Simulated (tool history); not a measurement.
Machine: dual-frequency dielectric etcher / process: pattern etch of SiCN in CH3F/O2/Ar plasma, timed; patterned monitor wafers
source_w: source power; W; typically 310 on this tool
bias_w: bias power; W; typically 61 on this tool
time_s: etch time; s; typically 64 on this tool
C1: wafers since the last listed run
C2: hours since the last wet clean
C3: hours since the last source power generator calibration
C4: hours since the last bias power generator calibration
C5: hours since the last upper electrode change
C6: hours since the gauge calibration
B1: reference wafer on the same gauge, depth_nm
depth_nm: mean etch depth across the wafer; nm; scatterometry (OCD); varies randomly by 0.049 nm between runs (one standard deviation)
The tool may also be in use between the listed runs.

{"run": 1, "hour": 0.0, "source_w": 310, "bias_w": 61, "time_s": 64, "C1": 0, "C2": 92, "C3": 934.9, "C4": 662.1, "C5": 2960.5, "C6": 3987.9, "B1": 17.11, "depth_nm": 19.51}
{"run": 2, "hour": 80.7, "source_w": 310, "bias_w": 61, "time_s": 64, "C1": 892, "C2": 172.7, "C3": 1015.6, "C4": 742.8, "C5": 3041.2, "C6": 4068.6, "B1": 17.11, "depth_nm": 19.39}
{"run": 3, "hour": 131.9, "source_w": 310, "bias_w": 61, "time_s": 64, "C1": 566, "C2": 223.9, "C3": 1066.8, "C4": 794, "C5": 3092.4, "C6": 4119.8, "B1": 17.11, "depth_nm": 19.29}
{"run": 4, "hour": 217.6, "source_w": 310, "bias_w": 61, "time_s": 64, "C1": 948, "C2": 309.6, "C3": 1152.5, "C4": 879.7, "C5": 3178.1, "C6": 4205.5, "B1": 17.11, "depth_nm": 19.19}
{"hour": 294.5, "done": "gauge calibrated"}
{"run": 5, "hour": 322.3, "source_w": 310, "bias_w": 61, "time_s": 64, "C1": 1158, "C2": 414.3, "C3": 1257.2, "C4": 984.4, "C5": 3282.8, "C6": 27.8, "B1": 17.1, "depth_nm": 19.13}
{"run": 6, "hour": 377.5, "source_w": 310, "bias_w": 61, "time_s": 64, "C1": 610, "C2": 469.5, "C3": 1312.4, "C4": 1039.6, "C5": 3338, "C6": 83, "B1": 17.12, "depth_nm": 19.06}
{"run": 7, "hour": 442.0, "source_w": 310, "bias_w": 61, "time_s": 64, "C1": 713, "C2": 534, "C3": 1376.9, "C4": 1104.1, "C5": 3402.5, "C6": 147.5, "B1": 17.11, "depth_nm": 19.1}
{"run": 8, "hour": 495.3, "source_w": 310, "bias_w": 61, "time_s": 64, "C1": 589, "C2": 587.3, "C3": 1430.2, "C4": 1157.4, "C5": 3455.8, "C6": 200.8, "B1": 17.1, "depth_nm": 19.07}
{"hour": 537.0, "done": "wet clean of the chamber"}
{"run": 9, "hour": 596.9, "source_w": 310, "bias_w": 61, "time_s": 64, "C1": 858, "C2": 59.9, "C3": 1531.8, "C4": 1259, "C5": 3557.4, "C6": 302.4, "B1": 17.11, "depth_nm": 19.46}
{"run": 10, "hour": 663.0, "source_w": 250, "bias_w": 61, "time_s": 51.5, "C1": 731, "C2": 126, "C3": 1597.9, "C4": 1325.1, "C5": 3623.5, "C6": 368.5, "B1": 17.1, "depth_nm": 14.65}
{"hour": 671.9, "done": "source power generator calibrated"}
{"run": 11, "hour": 719.0, "source_w": 310, "bias_w": 61, "time_s": 64, "C1": 575, "C2": 182, "C3": 47.1, "C4": 1381.1, "C5": 3679.5, "C6": 424.5, "B1": 17.11, "depth_nm": 19.32}
{"run": 12, "hour": 767.4, "source_w": 270, "bias_w": 61, "time_s": 82.5, "C1": 535, "C2": 230.4, "C3": 95.5, "C4": 1429.5, "C5": 3727.9, "C6": 472.9, "B1": 17.1, "depth_nm": 23.91}
{"run": 13, "hour": 856.5, "source_w": 310, "bias_w": 52, "time_s": 64, "C1": 985, "C2": 319.5, "C3": 184.6, "C4": 1518.6, "C5": 3817, "C6": 562, "B1": 17.11, "depth_nm": 17.76}
{"hour": 883.1, "done": "upper electrode replaced"}
{"run": 14, "hour": 1052.0, "source_w": 310, "bias_w": 61, "time_s": 64, "C1": 1897, "C2": 515, "C3": 380.1, "C4": 1714.1, "C5": 168.9, "C6": 757.5, "B1": 17.11, "depth_nm": 19.03}
{"hour": 1091.1, "done": "bias power generator calibrated"}
{"run": 15, "hour": 1149.3, "source_w": 310, "bias_w": 61, "time_s": 64, "C1": 1032, "C2": 612.3, "C3": 477.4, "C4": 58.2, "C5": 266.2, "C6": 854.8, "B1": 17.09, "depth_nm": 19}
{"run": 16, "hour": 1223.9, "source_w": 310, "bias_w": 61, "time_s": 64, "C1": 825, "C2": 686.9, "C3": 552, "C4": 132.8, "C5": 340.8, "C6": 929.4, "B1": 17.11, "depth_nm": 18.99}
{"hour": 1253.9, "done": "wet clean of the chamber"}
{"run": 17, "hour": 1328.1, "source_w": 280, "bias_w": 57, "time_s": 76, "C1": 887, "C2": 74.2, "C3": 656.2, "C4": 237, "C5": 445, "C6": 1033.6, "B1": 17.09, "depth_nm": 21.69}
{"run": 18, "hour": 1374.5, "source_w": 380, "bias_w": 52, "time_s": 72.5, "C1": 513, "C2": 120.6, "C3": 702.6, "C4": 283.4, "C5": 491.4, "C6": 1080, "B1": 17.09, "depth_nm": 21.65}
{"run": 19, "hour": 1460.2, "source_w": 260, "bias_w": 72, "time_s": 76, "C1": 948, "C2": 206.3, "C3": 788.3, "C4": 369.1, "C5": 577.1, "C6": 1165.7, "B1": 17.09, "depth_nm": 23.74}
{"run": 20, "hour": 1533.7, "source_w": 340, "bias_w": 61, "time_s": 52.5, "C1": 813, "C2": 279.8, "C3": 861.8, "C4": 442.6, "C5": 650.6, "C6": 1239.2, "B1": 17.09, "depth_nm": 16.28}
{"run": 21, "hour": 1571.0, "source_w": 310, "bias_w": 61, "time_s": 64, "C1": 412, "C2": 317.1, "C3": 899.1, "C4": 479.9, "C5": 687.9, "C6": 1276.5, "B1": 17.1, "depth_nm": 19.28}
{"run": 22, "hour": 1647.5, "source_w": 370, "bias_w": 47, "time_s": 45, "C1": 846, "C2": 393.6, "C3": 975.6, "C4": 556.4, "C5": 764.4, "C6": 1353, "B1": 17.11, "depth_nm": 12.43}
{"run": 23, "hour": 1913.9, "source_w": 310, "bias_w": 61, "time_s": 64, "C1": 2947, "C2": 660, "C3": 1242, "C4": 822.8, "C5": 1030.8, "C6": 1619.4, "B1": 17.11, "depth_nm": 19}
{"hour": 1999.6, "done": "wet clean of the chamber"}
{"run": 24, "hour": 2013.4, "source_w": 310, "bias_w": 52, "time_s": 64, "C1": 835, "C2": 13.8, "C3": 1341.5, "C4": 922.3, "C5": 1130.3, "C6": 1718.9, "B1": 17.09, "depth_nm": 18.08}
{"run": 25, "hour": 2060.3, "source_w": 310, "bias_w": 50, "time_s": 78.5, "C1": 518, "C2": 60.7, "C3": 1388.4, "C4": 969.2, "C5": 1177.2, "C6": 1765.8, "B1": 17.09, "depth_nm": 21.57}
{"hour": 2123.4, "done": "source power generator calibrated"}
{"run": 26, "hour": 2145.9, "source_w": 310, "bias_w": 69, "time_s": 64, "C1": 902, "C2": 146.3, "C3": 22.5, "C4": 1054.8, "C5": 1262.8, "C6": 1851.4, "B1": 17.1, "depth_nm": 20.82}
{"run": 27, "hour": 2246.4, "source_w": 240, "bias_w": 48, "time_s": 52.5, "C1": 1111, "C2": 246.8, "C3": 123, "C4": 1155.3, "C5": 1363.3, "C6": 1951.9, "B1": 17.11, "depth_nm": 12.93}
{"run": 28, "hour": 2314.9, "source_w": 310, "bias_w": 61, "time_s": 64, "C1": 757, "C2": 315.3, "C3": 191.5, "C4": 1223.8, "C5": 1431.8, "C6": 2020.4, "B1": 17.09, "depth_nm": 19.24}
{"run": 29, "hour": 2362.9, "source_w": 360, "bias_w": 51, "time_s": 72, "C1": 531, "C2": 363.3, "C3": 239.5, "C4": 1271.8, "C5": 1479.8, "C6": 2068.4, "B1": 17.09, "depth_nm": 20.72}
{"run": 30, "hour": 2456.0, "source_w": 310, "bias_w": 61, "time_s": 82, "C1": 1030, "C2": 456.4, "C3": 332.6, "C4": 1364.9, "C5": 1572.9, "C6": 2161.5, "B1": 17.09, "depth_nm": 24.49}

What differs in the tool's unlogged condition from the final listed run ahead of each entry between runs to the first listed run following it?
After run 4, before run 5: gauge calibrated (hour 294.5)
  etch rate over this chamber's usual, %: -1.6 -> -2.1
  measured value less the no-hidden-state value, depth_nm: -0.31 -> -0.41 nm
After run 8, before run 9: wet clean of the chamber (hour 537)
  etch rate over this chamber's usual, %: -2.92 -> -0.59
  measured value less the no-hidden-state value, depth_nm: -0.57 -> -0.12 nm
After run 10, before run 11: source power generator calibrated (hour 671.9)
  etch rate over this chamber's usual, %: -0.904 -> -1.17
  measured value less the no-hidden-state value, depth_nm: -0.13 -> -0.23 nm
After run 13, before run 14: upper electrode replaced (hour 883.1)
  etch rate over this chamber's usual, %: -1.83 -> -2.76
  measured value less the no-hidden-state value, depth_nm: -0.33 -> -0.54 nm
After run 14, before run 15: bias power generator calibrated (hour 1091.1)
  etch rate over this chamber's usual, %: -2.76 -> -3.22
  measured value less the no-hidden-state value, depth_nm: -0.54 -> -0.63 nm
After run 16, before run 17: wet clean of the chamber (hour 1253.9)
  etch rate over this chamber's usual, %: -3.57 -> -0.354
  measured value less the no-hidden-state value, depth_nm: -0.7 -> -0.08 nm
After run 23, before run 24: wet clean of the chamber (hour 1999.6)
  etch rate over this chamber's usual, %: -3.14 -> 0.0627
  measured value less the no-hidden-state value, depth_nm: -0.62 -> +0.01 nm
After run 25, before run 26: source power generator calibrated (hour 2123.4)
  etch rate over this chamber's usual, %: -0.16 -> -0.568
  measured value less the no-hidden-state value, depth_nm: -0.03 -> -0.12 nm

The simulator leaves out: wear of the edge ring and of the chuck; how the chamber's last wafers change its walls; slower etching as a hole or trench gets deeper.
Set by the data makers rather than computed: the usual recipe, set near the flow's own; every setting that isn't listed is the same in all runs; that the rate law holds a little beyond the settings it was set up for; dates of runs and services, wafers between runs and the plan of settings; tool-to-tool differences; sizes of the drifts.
